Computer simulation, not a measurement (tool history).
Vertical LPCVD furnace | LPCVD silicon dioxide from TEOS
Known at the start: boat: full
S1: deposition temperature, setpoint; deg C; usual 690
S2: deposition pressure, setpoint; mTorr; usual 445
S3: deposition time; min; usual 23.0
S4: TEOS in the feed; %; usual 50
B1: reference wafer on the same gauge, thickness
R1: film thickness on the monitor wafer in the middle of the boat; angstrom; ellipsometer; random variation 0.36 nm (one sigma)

run    hour   S1   S2    S3  S4      B1      R1
  1     0.0  690  445  23.0  50  104.10  1319.5
  2    52.0  690  445  23.0  56  104.00  1399.6
  3   114.0  690  445  23.0  56  103.82  1393.6
  4   158.1  690  445  23.0  56  103.90  1397.6
  5   264.4  690  445  23.0  50  103.94  1319.9
  6   334.9  690  445  23.0  50  104.17  1318.1
  7   434.0  690  445  23.0  50  103.90  1322.5
  8   500.8  690  445  23.0  50  103.99  1322.2
  9   538.7  690  445  23.0  50  103.83  1322.4
 10   602.2  690  445  23.0  50  103.96  1313.3
 11   658.1  690  445  19.5  50  104.05  1121.0
      672.1  -- gauge calibrated
      718.4  -- thermocouples replaced and temperature profile calibrated
 12   718.9  690  445  19.5  50  104.04  1125.3
 13   812.5  690  445  19.5  50  104.21  1122.4
 14   859.6  690  445  29.0  50  104.02  1675.5
 15   959.1  690  445  29.0  50  104.08  1671.0
 16  1063.2  701  495  17.0  44  103.91  1252.4
 17  1136.5  690  350  23.0  50  103.97  1183.0
 18  1206.3  690  445  23.0  50  103.87  1333.2
 19  1276.9  690  445  31.5  50  103.94  1819.7
     1360.3  -- TEOS flow controller replaced
 20  1360.8  690  445  23.0  50  104.06  1329.7
 21  1386.1  690  445  23.0  50  103.96  1331.3
     1461.2  -- pressure gauge zeroed
 22  1472.0  690  445  23.0  50  104.11  1290.7
 23  1554.1  684  360  26.5  56  104.03  1222.1
 24  1592.8  690  445  17.0  56  104.00  1009.7
 25  1667.4  695  355  17.0  45  104.12   906.2
 26  1801.5  690  510  23.0  50  103.92  1387.0

The next listed run, before its measurement:
 27  1882.7  690  445  23.0  59   ?   ?

B1: 103.93
R1: 1407.3 angstrom
Without the tool's hidden state the same run would have given R1 1405.8 angstrom.
